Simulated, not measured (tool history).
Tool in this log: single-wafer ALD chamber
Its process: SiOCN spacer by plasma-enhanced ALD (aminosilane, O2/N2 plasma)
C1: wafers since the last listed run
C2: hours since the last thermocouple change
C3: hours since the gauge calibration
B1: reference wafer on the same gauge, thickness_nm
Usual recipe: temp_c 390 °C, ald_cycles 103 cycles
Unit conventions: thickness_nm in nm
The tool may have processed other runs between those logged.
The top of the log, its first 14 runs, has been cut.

Run 15, day 17.904: usual settings but ald_cycles 114 cycles; C1 79; C2 145.7; C3 953.6; B1 5.368. Result: thickness_nm 6.631 nm.
Run 16, day 19.188: usual settings but ald_cycles 114 cycles; C1 68; C2 176.5; C3 984.4; B1 5.372. Result: thickness_nm 6.643 nm.
Run 17, day 19.754: usual settings; C1 30; C2 190.1; C3 998; B1 5.37. Result: thickness_nm 5.989 nm.
Run 18, day 21.092: usual settings; C1 71; C2 222.2; C3 1030.1; B1 5.376. Result: thickness_nm 6 nm.
Run 19, day 21.95: usual settings but temp_c 396 °C, ald_cycles 97 cycles; C1 45; C2 242.8; C3 1050.7; B1 5.383. Result: thickness_nm 5.642 nm.
Run 20, day 22.533: usual settings but temp_c 396 °C, ald_cycles 97 cycles; C1 30; C2 256.8; C3 1064.7; B1 5.386. Result: thickness_nm 5.662 nm.
Run 21, day 23.812: usual settings but temp_c 384 °C, ald_cycles 82 cycles; C1 67; C2 287.5; C3 1095.4; B1 5.391. Result: thickness_nm 4.802 nm.
Run 22, day 24.475: usual settings but temp_c 383 °C, ald_cycles 93 cycles; C1 35; C2 303.4; C3 1111.3; B1 5.389. Result: thickness_nm 5.455 nm.
Run 23, day 25.933: usual settings but temp_c 397 °C, ald_cycles 114 cycles; C1 77; C2 338.4; C3 1146.3; B1 5.398. Result: thickness_nm 6.667 nm.
Run 24, day 27.129: usual settings but temp_c 382 °C, ald_cycles 113 cycles; C1 63; C2 367.1; C3 1175; B1 5.402. Result: thickness_nm 6.583 nm.
Run 25, day 28.108: usual settings but ald_cycles 85 cycles; C1 52; C2 390.6; C3 1198.5; B1 5.41. Result: thickness_nm 4.992 nm.
Run 26, day 29.058: usual settings but temp_c 382 °C; C1 50; C2 413.4; C3 1221.3; B1 5.412. Result: thickness_nm 6.048 nm.
At day 29.425: gauge calibrated.
Run 27, day 29.996: usual settings; C1 49; C2 435.9; C3 13.7; B1 5.302. Result: thickness_nm 5.926 nm.
Run 28, day 30.642: usual settings; C1 34; C2 451.4; C3 29.2; B1 5.302. Result: thickness_nm 5.928 nm.
Run 29, day 31.342: usual settings but temp_c 381 °C, ald_cycles 119 cycles; C1 37; C2 468.2; C3 46; B1 5.301. Result: thickness_nm 6.858 nm.
Run 30, day 32.704: usual settings but temp_c 378 °C, ald_cycles 93 cycles; C1 72; C2 500.9; C3 78.7; B1 5.31. Result: thickness_nm 5.329 nm.
Run 31, day 33.712: usual settings but temp_c 403 °C; C1 53; C2 525.1; C3 102.9; B1 5.309. Result: thickness_nm 5.916 nm.
Run 32, day 34.329: usual settings but temp_c 378 °C, ald_cycles 93 cycles; C1 32; C2 539.9; C3 117.7; B1 5.308. Result: thickness_nm 5.357 nm.
Run 33, day 35.017: usual settings but temp_c 400 °C, ald_cycles 122 cycles; C1 36; C2 556.4; C3 134.2; B1 5.306. Result: thickness_nm 7.019 nm.
Run 34, day 35.521: usual settings but ald_cycles 116 cycles; C1 26; C2 568.5; C3 146.3; B1 5.301. Result: thickness_nm 6.68 nm.
Run 35, day 36.65: usual settings but temp_c 399 °C, ald_cycles 113 cycles; C1 59; C2 595.6; C3 173.4; B1 5.309. Result: thickness_nm 6.493 nm.
Run 36, day 37.812: usual settings but temp_c 380 °C, ald_cycles 95 cycles; C1 61; C2 623.5; C3 201.3; B1 5.305. Result: thickness_nm 5.449 nm.

Forecast each of these 4 alternatives for the next run:
Run A, day 37.838: usual settings; C1 1; C2 624.1; C3 201.9; B1 ?. Result: thickness_nm ?.
Run B, day 37.838: usual settings but temp_c 384 °C, ald_cycles 109 cycles; C1 1; C2 624.1; C3 201.9; B1 ?. Result: thickness_nm ?.
Run C, day 37.838: usual settings but temp_c 404 °C, ald_cycles 118 cycles; C1 1; C2 624.1; C3 201.9; B1 ?. Result: thickness_nm ?.
Run D, day 37.838: usual settings but temp_c 404 °C, ald_cycles 114 cycles; C1 1; C2 624.1; C3 201.9; B1 ?. Result: thickness_nm ?.

run     B1  thickness_nm
  A  5.306         5.911
  B  5.306         6.255
  C  5.306         6.717
  D  5.306          6.49
The same runs, with their run-to-run variation unchanged, on a tool lacking any hidden condition would have given:
run  thickness_nm
  A         5.903
  B         6.247
  C         6.709
  D         6.481
